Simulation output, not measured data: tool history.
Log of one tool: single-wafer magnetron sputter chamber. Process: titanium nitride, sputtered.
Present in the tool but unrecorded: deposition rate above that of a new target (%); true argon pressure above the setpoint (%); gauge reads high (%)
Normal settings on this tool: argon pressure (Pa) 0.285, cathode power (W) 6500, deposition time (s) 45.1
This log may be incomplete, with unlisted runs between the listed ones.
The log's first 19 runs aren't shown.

run	hour	argon pressure (Pa)	cathode power (W)	deposition time (s)	wafers since the last listed run	wafers on the sputter target	hours since the last manometer calibration	hours since the magnet pack was replaced	hours since the gauge calibration	read-back reference wafer on the same gauge, thickness_nm	mean film thickness on the monitor wafer (nm)
20	229.1	0.285	7850	45.1	254	6789	1391.2	7306.1	261.4	48.511	60.865
21	243.0	0.318	6500	50.4	278	7068	1405.1	7320.0	275.3	48.521	55.522
22	252.9	0.285	7650	38.5	198	7266	1415.0	7329.9	285.2	48.669	50.540
# hour 255.4: gauge calibrated
# hour 261.3: magnet pack replaced
23	269.5	0.285	8100	40.5	172	7438	1431.6	8.2	14.1	48.477	56.556
24	286.9	0.285	5750	40.9	348	7787	1449.0	25.6	31.5	48.796	40.329
25	301.3	0.285	7250	45.1	288	8075	1463.4	40.0	45.9	48.639	55.535
26	308.3	0.320	5150	48.8	140	8216	1470.4	47.0	52.9	48.694	42.537
# hour 317.4: capacitance manometer re-zeroed and calibrated
# hour 327.3: sputter target and shields replaced
27	346.1	0.210	5300	47.5	436	376	28.7	84.8	90.7	48.489	45.085
28	360.4	0.285	6500	45.1	286	662	43.0	99.1	105.0	48.578	51.504
29	370.2	0.285	6500	45.1	196	859	52.8	108.9	114.8	48.678	51.190
30	384.6	0.185	7750	37.6	288	1147	67.2	123.3	129.2	48.653	52.330
31	394.3	0.285	6500	45.1	194	1342	76.9	133.0	138.9	48.541	51.455
32	400.3	0.366	7700	38.8	120	1462	82.9	139.0	144.9	48.587	51.015
33	416.5	0.369	5900	45.1	324	1786	99.1	155.2	161.1	48.663	45.255
34	423.9	0.285	5900	45.1	148	1935	106.5	162.6	168.5	48.636	46.448
35	437.3	0.224	6500	42.4	268	2203	119.9	176.0	181.9	48.539	49.434

4 options for the next run, each taken on its own from the tool as it stands now. Forecast them:
A	437.7	0.285	6500	45.1	8	2211	120.3	176.4	182.3	?	?
B	437.7	0.359	5050	45.1	8	2211	120.3	176.4	182.3	?	?
C	437.7	0.384	6500	50.4	8	2211	120.3	176.4	182.3	?	?
D	437.7	0.189	5200	47.8	8	2211	120.3	176.4	182.3	?	?

run	read-back reference wafer on the same gauge, thickness_nm	mean film thickness on the monitor wafer (nm)
A	48.759	51.407
B	48.759	39.156
C	48.759	55.949
D	48.759	44.731
The same runs, with their run-to-run variation unchanged, on a tool lacking any hidden condition would have given:
run	mean film thickness on the monitor wafer (nm)
A	51.717
B	39.392
C	56.286
D	45.001
